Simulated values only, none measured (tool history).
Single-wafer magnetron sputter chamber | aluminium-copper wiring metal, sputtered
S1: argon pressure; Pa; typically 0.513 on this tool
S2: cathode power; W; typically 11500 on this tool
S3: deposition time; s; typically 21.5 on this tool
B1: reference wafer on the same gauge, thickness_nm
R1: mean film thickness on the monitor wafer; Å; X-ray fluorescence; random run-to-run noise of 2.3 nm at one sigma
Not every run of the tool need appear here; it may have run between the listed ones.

{"run": 1, "day": 0.0, "S1": 0.513, "S2": 11500, "S3": 21.5, "B1": 504.621, "R1": 4170.24}
{"day": 0.729, "done": "gauge calibrated"}
{"run": 2, "day": 0.925, "S1": 0.513, "S2": 11500, "S3": 21.5, "B1": 505.033, "R1": 4177.49}
{"run": 3, "day": 1.625, "S1": 0.462, "S2": 10100, "S3": 21.5, "B1": 505.38, "R1": 3713.98}
{"run": 4, "day": 2.804, "S1": 0.513, "S2": 12550, "S3": 21.5, "B1": 505.477, "R1": 4555.44}
{"run": 5, "day": 4.283, "S1": 0.513, "S2": 9750, "S3": 20.0, "B1": 504.79, "R1": 3268.7}
{"day": 5.054, "done": "sputter target and shields replaced"}
{"run": 6, "day": 5.55, "S1": 0.513, "S2": 9750, "S3": 20.0, "B1": 505.046, "R1": 3414.39}
{"run": 7, "day": 6.933, "S1": 0.513, "S2": 9750, "S3": 20.0, "B1": 505.846, "R1": 3344.08}
{"run": 8, "day": 7.654, "S1": 0.513, "S2": 11500, "S3": 21.5, "B1": 504.811, "R1": 4234.91}
{"run": 9, "day": 8.262, "S1": 0.513, "S2": 11500, "S3": 21.5, "B1": 504.822, "R1": 4208.35}
{"run": 10, "day": 9.425, "S1": 0.513, "S2": 11500, "S3": 21.5, "B1": 504.911, "R1": 4175.58}
{"run": 11, "day": 10.012, "S1": 0.513, "S2": 11500, "S3": 21.5, "B1": 505.168, "R1": 4195.41}
{"day": 12.95, "done": "sputter target and shields replaced"}
{"day": 13.583, "done": "magnet pack replaced, of another model than before"}
{"run": 12, "day": 14.229, "S1": 0.513, "S2": 11500, "S3": 21.5, "B1": 505.158, "R1": 4275.67}
{"run": 13, "day": 15.246, "S1": 0.513, "S2": 11500, "S3": 21.5, "B1": 505.237, "R1": 4200.92}
{"run": 14, "day": 16.233, "S1": 0.513, "S2": 11500, "S3": 21.5, "B1": 504.893, "R1": 4227.77}
{"run": 15, "day": 16.929, "S1": 0.513, "S2": 11500, "S3": 21.5, "B1": 504.991, "R1": 4208.76}
{"run": 16, "day": 17.75, "S1": 0.513, "S2": 11500, "S3": 21.5, "B1": 505.743, "R1": 4192.62}
{"run": 17, "day": 18.267, "S1": 0.513, "S2": 11500, "S3": 21.5, "B1": 505.396, "R1": 4161.07}
{"run": 18, "day": 19.679, "S1": 0.513, "S2": 11500, "S3": 21.5, "B1": 504.236, "R1": 4194.01}
{"run": 19, "day": 20.212, "S1": 0.513, "S2": 11500, "S3": 21.5, "B1": 505.303, "R1": 4168.56}
{"run": 20, "day": 20.842, "S1": 0.347, "S2": 8950, "S3": 17.4, "B1": 504.494, "R1": 2741.1}
{"day": 22.008, "done": "capacitance manometer re-zeroed and calibrated"}
{"day": 22.225, "done": "sputter target and shields replaced"}
{"run": 21, "day": 22.767, "S1": 0.709, "S2": 14350, "S3": 17.9, "B1": 504.685, "R1": 4205.2}
{"run": 22, "day": 23.4, "S1": 0.57, "S2": 12400, "S3": 19.7, "B1": 504.987, "R1": 4127.57}
{"day": 24.338, "done": "gauge calibrated"}
{"run": 23, "day": 24.792, "S1": 0.567, "S2": 11500, "S3": 19.0, "B1": 504.367, "R1": 3675.82}
{"run": 24, "day": 27.029, "S1": 0.513, "S2": 10300, "S3": 21.5, "B1": 505.355, "R1": 3745.78}
{"run": 25, "day": 28.425, "S1": 0.574, "S2": 14300, "S3": 21.5, "B1": 503.948, "R1": 5037.18}
{"run": 26, "day": 29.221, "S1": 0.513, "S2": 11500, "S3": 19.3, "B1": 505.285, "R1": 3736.25}
{"run": 27, "day": 30.083, "S1": 0.513, "S2": 11500, "S3": 21.5, "B1": 505.239, "R1": 4149.11}
{"day": 31.262, "done": "sputter target and shields replaced"}
{"run": 28, "day": 33.388, "S1": 0.513, "S2": 14150, "S3": 21.5, "B1": 505.691, "R1": 5192.03}
{"run": 29, "day": 34.188, "S1": 0.513, "S2": 10700, "S3": 24.0, "B1": 504.962, "R1": 4389.83}
{"run": 30, "day": 35.146, "S1": 0.609, "S2": 13050, "S3": 21.5, "B1": 504.715, "R1": 4658.33}
{"run": 31, "day": 36.888, "S1": 0.513, "S2": 11500, "S3": 21.5, "B1": 505.308, "R1": 4167.75}
{"run": 32, "day": 37.838, "S1": 0.615, "S2": 11500, "S3": 21.5, "B1": 505.252, "R1": 4078.88}
{"run": 33, "day": 38.704, "S1": 0.513, "S2": 12350, "S3": 21.5, "B1": 505.023, "R1": 4491.87}
{"day": 39.417, "done": "sputter target and shields replaced"}
{"run": 34, "day": 39.712, "S1": 0.513, "S2": 11500, "S3": 21.5, "B1": 504.738, "R1": 4305.22}

Run-by-run hidden state of the tool:
true argon pressure above the setpoint (%): 0 in every run
gauge reads high (%): 0 in every run
H1: deposition rate above that of a new target (%)
run=1 H1=-3.17
run=2 H1=-3.52
run=3 H1=-3.71
run=4 H1=-3.95
run=5 H1=-4.13
run=6 H1=-0.796
run=7 H1=-2
run=8 H1=-2.43
run=9 H1=-2.71
run=10 H1=-3.1
run=11 H1=-3.24
run=12 H1=-1.58
run=13 H1=-2.29
run=14 H1=-2.77
run=15 H1=-3.01
run=16 H1=-3.23
run=17 H1=-3.34
run=18 H1=-3.55
run=19 H1=-3.61
run=20 H1=-3.66
run=21 H1=-1.37
run=22 H1=-1.99
run=23 H1=-2.93
run=24 H1=-3.73
run=25 H1=-3.98
run=26 H1=-4.08
run=27 H1=-4.16
run=28 H1=-2.06
run=29 H1=-2.49
run=30 H1=-2.86
run=31 H1=-3.27
run=32 H1=-3.41
run=33 H1=-3.5
run=34 H1=-0.566
